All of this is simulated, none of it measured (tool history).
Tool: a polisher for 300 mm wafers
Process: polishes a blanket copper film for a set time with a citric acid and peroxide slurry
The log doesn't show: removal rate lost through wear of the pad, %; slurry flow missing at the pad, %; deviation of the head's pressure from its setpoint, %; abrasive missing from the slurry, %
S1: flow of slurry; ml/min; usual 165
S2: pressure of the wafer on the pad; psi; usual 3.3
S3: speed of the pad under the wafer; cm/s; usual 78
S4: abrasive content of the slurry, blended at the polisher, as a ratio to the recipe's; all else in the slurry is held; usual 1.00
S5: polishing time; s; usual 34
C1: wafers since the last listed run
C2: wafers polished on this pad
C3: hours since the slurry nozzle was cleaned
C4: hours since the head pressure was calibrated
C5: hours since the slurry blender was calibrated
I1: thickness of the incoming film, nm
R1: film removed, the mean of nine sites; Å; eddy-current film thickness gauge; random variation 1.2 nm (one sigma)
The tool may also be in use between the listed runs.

Run 1, day 0.000: usual settings; C1 0; C2 717; C3 283.9; C4 36.1; C5 106.4; I1 717.1. Result: R1 787 Å.
At day 0.212: slurry nozzle cleaned.
Run 2, day 4.079: usual settings; C1 544; C2 1261; C3 92.8; C4 134.0; C5 204.3; I1 723.9. Result: R1 779 Å.
At day 4.533: worn pad replaced by a new one.
At day 6.154: slurry blender recalibrated.
Run 3, day 8.004: usual settings but S2 4.1 psi; C1 495; C2 456; C3 187.0; C4 228.2; C5 44.4; I1 734.3. Result: R1 918 Å.
At day 9.862: slurry nozzle cleaned.
Run 4, day 11.725: usual settings; C1 495; C2 952; C3 44.7; C4 317.5; C5 133.7; I1 744.6. Result: R1 786 Å.
At day 14.179: worn pad replaced by a new one.
Run 5, day 14.508: usual settings; C1 352; C2 44; C3 111.5; C4 384.3; C5 200.5; I1 736.4. Result: R1 796 Å.
At day 16.125: slurry blender recalibrated.
Run 6, day 17.829: usual settings; C1 436; C2 480; C3 191.2; C4 464.0; C5 40.9; I1 716.8. Result: R1 796 Å.
At day 19.746: slurry nozzle cleaned.
Run 7, day 21.508: usual settings but S5 28 s; C1 490; C2 970; C3 42.3; C4 552.3; C5 129.2; I1 733.8. Result: R1 663 Å.
Run 8, day 23.300: usual settings but S2 2.2 psi, S5 29 s; C1 241; C2 1212; C3 85.3; C4 595.3; C5 172.2; I1 734.5. Result: R1 489 Å.
At day 24.467: worn pad replaced by a new one.
At day 25.192: slurry blender recalibrated.
Run 9, day 27.475: usual settings but S2 4.4 psi, S3 102 cm/s, S4 1.15, S5 45 s; C1 528; C2 394; C3 185.5; C4 695.5; C5 54.8; I1 733.3. Result: R1 1592 Å.
At day 29.721: slurry nozzle cleaned.
Run 10, day 30.954: usual settings but S5 45 s; C1 463; C2 857; C3 29.6; C4 779.0; C5 138.3; I1 723.8. Result: R1 1026 Å.
At day 32.762: worn pad replaced by a new one.
Run 11, day 33.562: usual settings; C1 328; C2 107; C3 92.2; C4 841.6; C5 200.9; I1 733.9. Result: R1 787 Å.
At day 35.292: head pressure recalibrated.
At day 35.388: slurry blender recalibrated.
Run 12, day 36.538: usual settings; C1 378; C2 486; C3 163.6; C4 29.9; C5 27.6; I1 741.7. Result: R1 785 Å.
At day 39.538: slurry nozzle cleaned.
Run 13, day 39.900: usual settings but S2 2.1 psi, S4 0.80, S5 43 s; C1 447; C2 933; C3 8.7; C4 110.6; C5 108.3; I1 716.2. Result: R1 671 Å.
At day 41.625: worn pad replaced by a new one.
Run 14, day 42.246: usual settings but S3 92 cm/s; C1 293; C2 83; C3 65.0; C4 166.9; C5 164.6; I1 728.6. Result: R1 864 Å.
At day 43.792: slurry blender recalibrated.
Run 15, day 46.183: usual settings but S2 3.7 psi; C1 519; C2 603; C3 159.5; C4 261.4; C5 57.4; I1 732.2. Result: R1 855 Å.

What the log doesn't show, run by run:
removal rate lost through wear of the pad, %: 0 in every run
slurry flow missing at the pad, %: 0 in every run
deviation of the head's pressure from its setpoint, %: 0 in every run
abrasive missing from the slurry, %: 0 in every run
